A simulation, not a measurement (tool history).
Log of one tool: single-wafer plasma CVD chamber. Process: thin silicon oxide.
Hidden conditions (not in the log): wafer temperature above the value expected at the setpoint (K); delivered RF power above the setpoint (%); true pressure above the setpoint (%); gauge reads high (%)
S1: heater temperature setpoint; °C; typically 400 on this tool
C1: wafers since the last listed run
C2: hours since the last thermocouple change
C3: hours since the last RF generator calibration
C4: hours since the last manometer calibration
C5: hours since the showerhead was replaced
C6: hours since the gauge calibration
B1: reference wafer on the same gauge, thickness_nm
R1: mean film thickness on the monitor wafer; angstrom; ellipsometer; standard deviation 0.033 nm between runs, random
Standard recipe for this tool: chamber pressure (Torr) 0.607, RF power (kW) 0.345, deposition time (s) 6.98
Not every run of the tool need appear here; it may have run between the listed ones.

run 1 hour=0 | S1=400 chamber_pressure_(Torr)=0.607 RF_power_(kW)=0.345 deposition_time_(s)=6.98 | C1=0 C2=1855 C3=1446.7 C4=1661.2 C5=5682.1 C6=324.1 | B1=9.418 | R1=95.92
run 2 hour=31.8 | S1=400 chamber_pressure_(Torr)=0.607 RF_power_(kW)=0.345 deposition_time_(s)=6.98 | C1=1201 C2=1886.8 C3=1478.5 C4=1693 C5=5713.9 C6=355.9 | B1=9.402 | R1=96.66
run 3 hour=65.6 | S1=400 chamber_pressure_(Torr)=0.607 RF_power_(kW)=0.345 deposition_time_(s)=6.98 | C1=1277 C2=1920.6 C3=1512.3 C4=1726.8 C5=5747.7 C6=389.7 | B1=9.414 | R1=96.67
run 4 hour=81.2 | S1=400 chamber_pressure_(Torr)=0.607 RF_power_(kW)=0.345 deposition_time_(s)=6.98 | C1=589 C2=1936.2 C3=1527.9 C4=1742.4 C5=5763.3 C6=405.3 | B1=9.419 | R1=96.66
run 5 hour=115.5 | S1=400 chamber_pressure_(Torr)=0.607 RF_power_(kW)=0.345 deposition_time_(s)=6.98 | C1=1295 C2=1970.5 C3=1562.2 C4=1776.7 C5=5797.6 C6=439.6 | B1=9.406 | R1=96.02
run 6 hour=140.3 | S1=400 chamber_pressure_(Torr)=0.607 RF_power_(kW)=0.345 deposition_time_(s)=6.98 | C1=936 C2=1995.3 C3=1587 C4=1801.5 C5=5822.4 C6=464.4 | B1=9.399 | R1=96.9
run 7 hour=170.6 | S1=400 chamber_pressure_(Torr)=0.607 RF_power_(kW)=0.345 deposition_time_(s)=6.98 | C1=1144 C2=2025.6 C3=1617.3 C4=1831.8 C5=5852.7 C6=494.7 | B1=9.403 | R1=96.57
run 8 hour=187.9 | S1=400 chamber_pressure_(Torr)=0.607 RF_power_(kW)=0.345 deposition_time_(s)=6.98 | C1=653 C2=2042.9 C3=1634.6 C4=1849.1 C5=5870 C6=512 | B1=9.409 | R1=96.34
-- hour=214.9 showerhead replaced
run 9 hour=267.3 | S1=400 chamber_pressure_(Torr)=0.573 RF_power_(kW)=0.345 deposition_time_(s)=6.64 | C1=2697 C2=2122.3 C3=1714 C4=1928.5 C5=52.4 C6=591.4 | B1=9.412 | R1=86.6
run 10 hour=302.6 | S1=400 chamber_pressure_(Torr)=0.573 RF_power_(kW)=0.345 deposition_time_(s)=6.64 | C1=1333 C2=2157.6 C3=1749.3 C4=1963.8 C5=87.7 C6=626.7 | B1=9.405 | R1=86.55
run 11 hour=330.4 | S1=400 chamber_pressure_(Torr)=0.573 RF_power_(kW)=0.345 deposition_time_(s)=6.64 | C1=1050 C2=2185.4 C3=1777.1 C4=1991.6 C5=115.5 C6=654.5 | B1=9.401 | R1=86.47
run 12 hour=345.2 | S1=400 chamber_pressure_(Torr)=0.607 RF_power_(kW)=0.405 deposition_time_(s)=6.98 | C1=559 C2=2200.2 C3=1791.9 C4=2006.4 C5=130.3 C6=669.3 | B1=9.413 | R1=106.4
-- hour=360.1 gauge calibrated
run 13 hour=372.9 | S1=400 chamber_pressure_(Torr)=0.463 RF_power_(kW)=0.345 deposition_time_(s)=6.98 | C1=1046 C2=2227.9 C3=1819.6 C4=2034.1 C5=158 C6=12.8 | B1=9.42 | R1=74.02
run 14 hour=406.9 | S1=400 chamber_pressure_(Torr)=0.459 RF_power_(kW)=0.345 deposition_time_(s)=7.48 | C1=1284 C2=2261.9 C3=1853.6 C4=2068.1 C5=192 C6=46.8 | B1=9.406 | R1=77.93
-- hour=424.6 capacitance manometer re-zeroed and calibrated
-- hour=433 thermocouple changed; heater temperature recalibrated
-- hour=441.1 RF generator calibrated
run 15 hour=441.6 | S1=393 chamber_pressure_(Torr)=0.607 RF_power_(kW)=0.345 deposition_time_(s)=6.98 | C1=404 C2=8.6 C3=0.5 C4=17 C5=226.7 C6=81.5 | B1=9.417 | R1=94.73
run 16 hour=507.5 | S1=400 chamber_pressure_(Torr)=0.607 RF_power_(kW)=0.345 deposition_time_(s)=6.98 | C1=2489 C2=74.5 C3=66.4 C4=82.9 C5=292.6 C6=147.4 | B1=9.414 | R1=94.32
run 17 hour=537.5 | S1=400 chamber_pressure_(Torr)=0.607 RF_power_(kW)=0.345 deposition_time_(s)=6.98 | C1=1133 C2=104.5 C3=96.4 C4=112.9 C5=322.6 C6=177.4 | B1=9.409 | R1=95
run 18 hour=554.8 | S1=405 chamber_pressure_(Torr)=0.607 RF_power_(kW)=0.345 deposition_time_(s)=6.98 | C1=653 C2=121.8 C3=113.7 C4=130.2 C5=339.9 C6=194.7 | B1=9.409 | R1=94.11
run 19 hour=581.6 | S1=400 chamber_pressure_(Torr)=0.607 RF_power_(kW)=0.325 deposition_time_(s)=6.98 | C1=1012 C2=148.6 C3=140.5 C4=157 C5=366.7 C6=221.5 | B1=9.4 | R1=90.65
run 20 hour=604.7 | S1=400 chamber_pressure_(Torr)=0.607 RF_power_(kW)=0.375 deposition_time_(s)=6.49 | C1=872 C2=171.7 C3=163.6 C4=180.1 C5=389.8 C6=244.6 | B1=9.411 | R1=92.55
run 21 hour=631.1 | S1=400 chamber_pressure_(Torr)=0.607 RF_power_(kW)=0.345 deposition_time_(s)=8.13 | C1=997 C2=198.1 C3=190 C4=206.5 C5=416.2 C6=271 | B1=9.403 | R1=110.41
run 22 hour=646.4 | S1=400 chamber_pressure_(Torr)=0.55 RF_power_(kW)=0.345 deposition_time_(s)=5.89 | C1=578 C2=213.4 C3=205.3 C4=221.8 C5=431.5 C6=286.3 | B1=9.398 | R1=72.67

Consider 3 possible next runs. They are alternatives, not a sequence: every one starts from the tool as it was left by run 22. What does each give?
run A hour=646.8 | S1=400 chamber_pressure_(Torr)=0.607 RF_power_(kW)=0.345 deposition_time_(s)=6.98 | C1=15 C2=213.8 C3=205.7 C4=222.2 C5=431.9 C6=286.7 | B1=? | R1=?
run B hour=646.8 | S1=400 chamber_pressure_(Torr)=0.463 RF_power_(kW)=0.345 deposition_time_(s)=7.56 | C1=15 C2=213.8 C3=205.7 C4=222.2 C5=431.9 C6=286.7 | B1=? | R1=?
run C hour=646.8 | S1=388 chamber_pressure_(Torr)=0.553 RF_power_(kW)=0.3 deposition_time_(s)=7.73 | C1=15 C2=213.8 C3=205.7 C4=222.2 C5=431.9 C6=286.7 | B1=? | R1=?

run=A B1=9.4 R1=94.59
run=B B1=9.4 R1=77.74
run=C B1=9.4 R1=86.59
What these runs would have given with no unlogged condition in the tool:
run=A R1=95.93
run=B R1=78.86
run=C R1=87.93
